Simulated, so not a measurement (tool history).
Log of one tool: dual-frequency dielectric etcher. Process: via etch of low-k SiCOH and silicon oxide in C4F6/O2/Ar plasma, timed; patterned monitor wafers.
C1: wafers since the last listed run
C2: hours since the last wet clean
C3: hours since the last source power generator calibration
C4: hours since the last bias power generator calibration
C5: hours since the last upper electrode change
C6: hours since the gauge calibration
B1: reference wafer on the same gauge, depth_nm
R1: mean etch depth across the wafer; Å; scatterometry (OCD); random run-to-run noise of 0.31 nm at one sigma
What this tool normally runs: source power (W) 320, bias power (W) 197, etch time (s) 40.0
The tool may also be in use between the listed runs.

run 1 hour=0.0 | source_power_(W)=320 bias_power_(W)=197 etch_time_(s)=40.0 | C1=0 C2=234.9 C3=1844.6 C4=4319.8 C5=2372.0 C6=487.4 | B1=97.4 | R1=927
run 2 hour=28.0 | source_power_(W)=320 bias_power_(W)=197 etch_time_(s)=40.0 | C1=256 C2=262.9 C3=1872.6 C4=4347.8 C5=2400.0 C6=515.4 | B1=97.4 | R1=926
run 3 hour=88.7 | source_power_(W)=270 bias_power_(W)=197 etch_time_(s)=40.0 | C1=556 C2=323.6 C3=1933.3 C4=4408.5 C5=2460.7 C6=576.1 | B1=97.3 | R1=843
-- hour=201.0 wet clean of the chamber
run 4 hour=275.5 | source_power_(W)=270 bias_power_(W)=197 etch_time_(s)=40.0 | C1=1491 C2=74.5 C3=2120.1 C4=4595.3 C5=2647.5 C6=762.9 | B1=97.3 | R1=846
run 5 hour=304.1 | source_power_(W)=360 bias_power_(W)=162 etch_time_(s)=40.0 | C1=262 C2=103.1 C3=2148.7 C4=4623.9 C5=2676.1 C6=791.5 | B1=97.3 | R1=924
run 6 hour=353.9 | source_power_(W)=360 bias_power_(W)=162 etch_time_(s)=40.0 | C1=456 C2=152.9 C3=2198.5 C4=4673.7 C5=2725.9 C6=841.3 | B1=97.5 | R1=916
-- hour=383.9 upper electrode replaced
-- hour=402.5 source power generator calibrated
run 7 hour=407.9 | source_power_(W)=360 bias_power_(W)=162 etch_time_(s)=40.0 | C1=238 C2=206.9 C3=5.4 C4=4727.7 C5=24.0 C6=895.3 | B1=97.5 | R1=919
run 8 hour=466.1 | source_power_(W)=320 bias_power_(W)=197 etch_time_(s)=45.5 | C1=533 C2=265.1 C3=63.6 C4=4785.9 C5=82.2 C6=953.5 | B1=97.4 | R1=1054
run 9 hour=494.1 | source_power_(W)=320 bias_power_(W)=197 etch_time_(s)=50.0 | C1=256 C2=293.1 C3=91.6 C4=4813.9 C5=110.2 C6=981.5 | B1=97.4 | R1=1162
-- hour=532.9 wet clean of the chamber
-- hour=534.4 gauge calibrated
-- hour=537.4 bias power generator calibrated
run 10 hour=537.9 | source_power_(W)=260 bias_power_(W)=197 etch_time_(s)=31.0 | C1=144 C2=5.0 C3=135.4 C4=0.5 C5=154.0 C6=3.5 | B1=97.4 | R1=643
run 11 hour=574.2 | source_power_(W)=370 bias_power_(W)=227 etch_time_(s)=32.5 | C1=332 C2=41.3 C3=171.7 C4=36.8 C5=190.3 C6=39.8 | B1=97.3 | R1=852
run 12 hour=640.0 | source_power_(W)=320 bias_power_(W)=160 etch_time_(s)=40.0 | C1=602 C2=107.1 C3=237.5 C4=102.6 C5=256.1 C6=105.6 | B1=97.5 | R1=865
run 13 hour=680.2 | source_power_(W)=250 bias_power_(W)=156 etch_time_(s)=40.0 | C1=368 C2=147.3 C3=277.7 C4=142.8 C5=296.3 C6=145.8 | B1=97.3 | R1=749
run 14 hour=733.9 | source_power_(W)=320 bias_power_(W)=197 etch_time_(s)=40.0 | C1=492 C2=201.0 C3=331.4 C4=196.5 C5=350.0 C6=199.5 | B1=97.4 | R1=927
run 15 hour=771.4 | source_power_(W)=320 bias_power_(W)=169 etch_time_(s)=45.5 | C1=343 C2=238.5 C3=368.9 C4=234.0 C5=387.5 C6=237.0 | B1=97.4 | R1=1004
run 16 hour=798.9 | source_power_(W)=320 bias_power_(W)=197 etch_time_(s)=47.5 | C1=251 C2=266.0 C3=396.4 C4=261.5 C5=415.0 C6=264.5 | B1=97.3 | R1=1091
run 17 hour=854.6 | source_power_(W)=320 bias_power_(W)=197 etch_time_(s)=40.0 | C1=510 C2=321.7 C3=452.1 C4=317.2 C5=470.7 C6=320.2 | B1=97.3 | R1=926

Run-by-run hidden state of the tool:
etch rate over this chamber's usual, %: 0, the same for each run
source power that arrives over what is set, %: 0, the same for each run
bias power that arrives over what is set, %: 0, the same for each run
gauge reads high (%): 0, the same for each run

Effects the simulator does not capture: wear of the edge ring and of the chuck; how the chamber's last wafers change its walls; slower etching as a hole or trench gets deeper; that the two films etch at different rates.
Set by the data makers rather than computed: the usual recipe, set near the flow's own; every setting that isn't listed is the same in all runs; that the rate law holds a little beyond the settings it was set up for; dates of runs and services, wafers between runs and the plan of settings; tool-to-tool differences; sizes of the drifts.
